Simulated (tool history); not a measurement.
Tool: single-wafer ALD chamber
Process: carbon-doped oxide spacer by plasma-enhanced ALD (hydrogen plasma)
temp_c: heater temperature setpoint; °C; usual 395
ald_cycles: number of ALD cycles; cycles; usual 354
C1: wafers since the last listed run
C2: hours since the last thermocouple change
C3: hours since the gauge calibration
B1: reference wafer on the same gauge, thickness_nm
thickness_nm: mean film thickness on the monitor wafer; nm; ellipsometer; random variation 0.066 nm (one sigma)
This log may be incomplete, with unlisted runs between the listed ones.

Run 1, hour 0.0: usual settings but ald_cycles 385 cycles; C1 0; C2 1940.6; C3 324.8; B1 14.796. Result: thickness_nm 19.438 nm.
Run 2, hour 6.6: usual settings; C1 7; C2 1947.2; C3 331.4; B1 14.806. Result: thickness_nm 17.739 nm.
Run 3, hour 17.7: usual settings; C1 12; C2 1958.3; C3 342.5; B1 14.797. Result: thickness_nm 17.754 nm.
Run 4, hour 68.2: usual settings; C1 58; C2 2008.8; C3 393.0; B1 14.805. Result: thickness_nm 17.754 nm.
Run 5, hour 77.0: usual settings but temp_c 407 °C; C1 10; C2 2017.6; C3 401.8; B1 14.796. Result: thickness_nm 17.390 nm.
Run 6, hour 92.4: usual settings but temp_c 407 °C; C1 17; C2 2033.0; C3 417.2; B1 14.800. Result: thickness_nm 17.365 nm.
Run 7, hour 108.7: usual settings but ald_cycles 388 cycles; C1 18; C2 2049.3; C3 433.5; B1 14.807. Result: thickness_nm 19.554 nm.
Run 8, hour 117.3: usual settings but ald_cycles 388 cycles; C1 9; C2 2057.9; C3 442.1; B1 14.798. Result: thickness_nm 19.516 nm.
Run 9, hour 131.1: usual settings but ald_cycles 388 cycles; C1 16; C2 2071.7; C3 455.9; B1 14.790. Result: thickness_nm 19.452 nm.
Run 10, hour 146.4: usual settings but temp_c 387 °C; C1 17; C2 2087.0; C3 471.2; B1 14.799. Result: thickness_nm 17.778 nm.
Run 11, hour 156.3: usual settings but ald_cycles 369 cycles; C1 11; C2 2096.9; C3 481.1; B1 14.795. Result: thickness_nm 18.438 nm.
At hour 161.7: gauge calibrated.
Run 12, hour 166.5: usual settings but ald_cycles 310 cycles; C1 11; C2 2107.1; C3 4.8; B1 14.807. Result: thickness_nm 15.611 nm.
Run 13, hour 175.2: usual settings but ald_cycles 310 cycles; C1 10; C2 2115.8; C3 13.5; B1 14.797. Result: thickness_nm 15.592 nm.
Run 14, hour 185.5: usual settings but temp_c 399 °C, ald_cycles 372 cycles; C1 11; C2 2126.1; C3 23.8; B1 14.802. Result: thickness_nm 18.754 nm.
Run 15, hour 193.3: usual settings; C1 9; C2 2133.9; C3 31.6; B1 14.788. Result: thickness_nm 17.887 nm.
Run 16, hour 200.8: usual settings; C1 8; C2 2141.4; C3 39.1; B1 14.799. Result: thickness_nm 17.741 nm.
Run 17, hour 214.2: usual settings; C1 15; C2 2154.8; C3 52.5; B1 14.802. Result: thickness_nm 17.724 nm.
Run 18, hour 228.7: usual settings; C1 16; C2 2169.3; C3 67.0; B1 14.793. Result: thickness_nm 17.767 nm.
Run 19, hour 244.3: usual settings; C1 18; C2 2184.9; C3 82.6; B1 14.798. Result: thickness_nm 17.827 nm.
Run 20, hour 257.4: usual settings but temp_c 406 °C, ald_cycles 321 cycles; C1 15; C2 2198.0; C3 95.7; B1 14.801. Result: thickness_nm 15.829 nm.
Run 21, hour 274.5: usual settings but temp_c 406 °C, ald_cycles 321 cycles; C1 19; C2 2215.1; C3 112.8; B1 14.798. Result: thickness_nm 15.819 nm.
Run 22, hour 286.7: usual settings but temp_c 390 °C, ald_cycles 289 cycles; C1 14; C2 2227.3; C3 125.0; B1 14.784. Result: thickness_nm 14.534 nm.
Run 23, hour 297.7: usual settings but temp_c 403 °C, ald_cycles 416 cycles; C1 12; C2 2238.3; C3 136.0; B1 14.791. Result: thickness_nm 20.688 nm.
Run 24, hour 307.0: usual settings but temp_c 382 °C, ald_cycles 307 cycles; C1 10; C2 2247.6; C3 145.3; B1 14.803. Result: thickness_nm 15.422 nm.
Run 25, hour 313.6: usual settings; C1 7; C2 2254.2; C3 151.9; B1 14.797. Result: thickness_nm 17.829 nm.
Run 26, hour 321.7: usual settings but temp_c 410 °C, ald_cycles 414 cycles; C1 9; C2 2262.3; C3 160.0; B1 14.805. Result: thickness_nm 20.039 nm.
Run 27, hour 336.2: usual settings but temp_c 406 °C; C1 16; C2 2276.8; C3 174.5; B1 14.804. Result: thickness_nm 17.336 nm.
Run 28, hour 345.1: usual settings; C1 10; C2 2285.7; C3 183.4; B1 14.799. Result: thickness_nm 17.676 nm.
Run 29, hour 352.5: usual settings; C1 8; C2 2293.1; C3 190.8; B1 14.811. Result: thickness_nm 17.855 nm.
Run 30, hour 361.4: usual settings; C1 10; C2 2302.0; C3 199.7; B1 14.802. Result: thickness_nm 17.789 nm.
Run 31, hour 372.6: usual settings but temp_c 399 °C, ald_cycles 292 cycles; C1 13; C2 2313.2; C3 210.9; B1 14.800. Result: thickness_nm 14.638 nm.
Run 32, hour 385.8: usual settings but temp_c 387 °C, ald_cycles 284 cycles; C1 15; C2 2326.4; C3 224.1; B1 14.802. Result: thickness_nm 14.200 nm.
At hour 397.0: thermocouple changed; heater temperature recalibrated.
Run 33, hour 398.1: usual settings; C1 4; C2 1.1; C3 236.4; B1 14.795. Result: thickness_nm 17.799 nm.
Run 34, hour 406.5: usual settings but temp_c 403 °C, ald_cycles 382 cycles; C1 9; C2 9.5; C3 244.8; B1 14.793. Result: thickness_nm 18.900 nm.
Run 35, hour 415.9: usual settings but ald_cycles 406 cycles; C1 10; C2 18.9; C3 254.2; B1 14.798. Result: thickness_nm 20.498 nm.
Run 36, hour 423.1: usual settings; C1 8; C2 26.1; C3 261.4; B1 14.790. Result: thickness_nm 17.838 nm.
Run 37, hour 432.2: usual settings but temp_c 382 °C, ald_cycles 380 cycles; C1 10; C2 35.2; C3 270.5; B1 14.802. Result: thickness_nm 19.112 nm.
Run 38, hour 448.1: usual settings but temp_c 384 °C, ald_cycles 293 cycles; C1 18; C2 51.1; C3 286.4; B1 14.798. Result: thickness_nm 14.714 nm.
Run 39, hour 455.2: usual settings; C1 8; C2 58.2; C3 293.5; B1 14.792. Result: thickness_nm 17.738 nm.
Run 40, hour 470.5: usual settings but temp_c 381 °C, ald_cycles 326 cycles; C1 17; C2 73.5; C3 308.8; B1 14.794. Result: thickness_nm 16.410 nm.
Run 41, hour 481.1: usual settings but temp_c 400 °C, ald_cycles 300 cycles; C1 12; C2 84.1; C3 319.4; B1 14.798. Result: thickness_nm 15.122 nm.
Run 42, hour 494.5: usual settings but ald_cycles 388 cycles; C1 15; C2 97.5; C3 332.8; B1 14.792. Result: thickness_nm 19.416 nm.
Run 43, hour 515.0: usual settings but temp_c 402 °C, ald_cycles 416 cycles; C1 23; C2 118.0; C3 353.3; B1 14.796. Result: thickness_nm 20.796 nm.

4 ways to go on from here, each from the tool as it stands after run 43. What would each give?
Run A, hour 515.9: usual settings; C1 1; C2 118.9; C3 354.2; B1 ?. Result: thickness_nm ?.
Run B, hour 515.9: usual settings but temp_c 403 °C, ald_cycles 402 cycles; C1 1; C2 118.9; C3 354.2; B1 ?. Result: thickness_nm ?.
Run C, hour 515.9: usual settings but ald_cycles 411 cycles; C1 1; C2 118.9; C3 354.2; B1 ?. Result: thickness_nm ?.
Run D, hour 515.9: usual settings but temp_c 400 °C, ald_cycles 422 cycles; C1 1; C2 118.9; C3 354.2; B1 ?. Result: thickness_nm ?.

run      B1  thickness_nm
  A  14.788        17.871
  B  14.788        20.043
  C  14.788        20.749
  D  14.788        21.259
Without the tool's unlogged condition, the same runs would have read:
run  thickness_nm
  A        17.871
  B        20.043
  C        20.749
  D        21.259
